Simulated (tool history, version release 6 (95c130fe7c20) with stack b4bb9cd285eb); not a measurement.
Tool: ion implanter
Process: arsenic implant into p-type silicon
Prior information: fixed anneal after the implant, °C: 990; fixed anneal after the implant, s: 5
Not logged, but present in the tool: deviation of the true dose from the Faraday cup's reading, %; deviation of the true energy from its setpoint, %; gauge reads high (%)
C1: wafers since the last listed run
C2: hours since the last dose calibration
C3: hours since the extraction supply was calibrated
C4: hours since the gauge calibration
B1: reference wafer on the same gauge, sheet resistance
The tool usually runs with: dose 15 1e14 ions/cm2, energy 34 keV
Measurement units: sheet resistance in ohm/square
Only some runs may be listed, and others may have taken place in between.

run 1 hour=0 | dose=15 energy=40 | C1=0 C2=382 C3=5660.9 C4=755.7 | B1=100.85 | sheet_resistance=100.64
run 2 hour=21.2 | dose=12.65 energy=37 | C1=532 C2=403.2 C3=5682.1 C4=776.9 | B1=100.95 | sheet_resistance=111.23
run 3 hour=41.9 | dose=12.65 energy=37 | C1=519 C2=423.9 C3=5702.8 C4=797.6 | B1=101.01 | sheet_resistance=111.03
run 4 hour=76.3 | dose=12.65 energy=37 | C1=863 C2=458.3 C3=5737.2 C4=832 | B1=100.92 | sheet_resistance=111.22
run 5 hour=90.7 | dose=11.88 energy=34 | C1=361 C2=472.7 C3=5751.6 C4=846.4 | B1=100.95 | sheet_resistance=118.55
run 6 hour=120.9 | dose=15 energy=34 | C1=758 C2=502.9 C3=5781.8 C4=876.6 | B1=100.94 | sheet_resistance=108.62
run 7 hour=149.2 | dose=15 energy=34 | C1=710 C2=531.2 C3=5810.1 C4=904.9 | B1=100.97 | sheet_resistance=107.85
run 8 hour=166.4 | dose=15 energy=34 | C1=431 C2=548.4 C3=5827.3 C4=922.1 | B1=100.93 | sheet_resistance=107.41
run 9 hour=183.2 | dose=15 energy=34 | C1=421 C2=565.2 C3=5844.1 C4=938.9 | B1=101.05 | sheet_resistance=108.15
run 10 hour=203.1 | dose=15 energy=34 | C1=499 C2=585.1 C3=5864 C4=958.8 | B1=101.1 | sheet_resistance=107.47
run 11 hour=236.5 | dose=15 energy=34 | C1=838 C2=618.5 C3=5897.4 C4=992.2 | B1=101.15 | sheet_resistance=108.49
run 12 hour=272.1 | dose=15 energy=34 | C1=894 C2=654.1 C3=5933 C4=1027.8 | B1=101.11 | sheet_resistance=107.89
run 13 hour=292.2 | dose=15 energy=34 | C1=504 C2=674.2 C3=5953.1 C4=1047.9 | B1=100.88 | sheet_resistance=108.35
run 14 hour=322.1 | dose=15 energy=34 | C1=750 C2=704.1 C3=5983 C4=1077.8 | B1=101.12 | sheet_resistance=108.16
run 15 hour=363.4 | dose=15 energy=34 | C1=1037 C2=745.4 C3=6024.3 C4=1119.1 | B1=100.99 | sheet_resistance=108.05
run 16 hour=380.4 | dose=15 energy=34 | C1=426 C2=762.4 C3=6041.3 C4=1136.1 | B1=101.02 | sheet_resistance=107.42
run 17 hour=404.8 | dose=15 energy=34 | C1=612 C2=786.8 C3=6065.7 C4=1160.5 | B1=101 | sheet_resistance=107.95
run 18 hour=436.4 | dose=16.49 energy=44.5 | C1=793 C2=818.4 C3=6097.3 C4=1192.1 | B1=100.92 | sheet_resistance=93.83
run 19 hour=450.2 | dose=15 energy=34 | C1=346 C2=832.2 C3=6111.1 C4=1205.9 | B1=101.09 | sheet_resistance=107.55
-- hour=463.3 gauge calibrated
run 20 hour=482.3 | dose=18.08 energy=40.5 | C1=806 C2=864.3 C3=6143.2 C4=19 | B1=101.02 | sheet_resistance=94.11
run 21 hour=515.7 | dose=17.5 energy=28.5 | C1=838 C2=897.7 C3=6176.6 C4=52.4 | B1=100.99 | sheet_resistance=111.8
-- hour=525.8 Faraday cup replaced and dose calibrated
run 22 hour=550.7 | dose=18.24 energy=40 | C1=678 C2=24.9 C3=6211.6 C4=87.4 | B1=100.95 | sheet_resistance=93.36
run 23 hour=567.6 | dose=15 energy=34 | C1=424 C2=41.8 C3=6228.5 C4=104.3 | B1=101.03 | sheet_resistance=106.77
-- hour=653.3 extraction supply calibrated
run 24 hour=653.8 | dose=12.27 energy=26 | C1=1963 C2=128 C3=0.5 C4=190.5 | B1=101.13 | sheet_resistance=128.4
run 25 hour=670.7 | dose=15 energy=34 | C1=424 C2=144.9 C3=17.4 C4=207.4 | B1=101.06 | sheet_resistance=107.56
run 26 hour=735.7 | dose=13.54 energy=34 | C1=1632 C2=209.9 C3=82.4 C4=272.4 | B1=100.95 | sheet_resistance=110.59
run 27 hour=768 | dose=11.06 energy=28 | C1=811 C2=242.2 C3=114.7 C4=304.7 | B1=100.99 | sheet_resistance=130.58

For run 28, what comes out?
run 28 hour=798.4 | dose=15 energy=34 | C1=763 C2=272.6 C3=145.1 C4=335.1 | B1=? | sheet_resistance=?

{"run 28": {"B1": 100.92, "sheet resistance": 107.92}}
On a tool with no hidden condition, and with the same random variation, this run would have come out at sheet resistance 106.84 ohm/square.
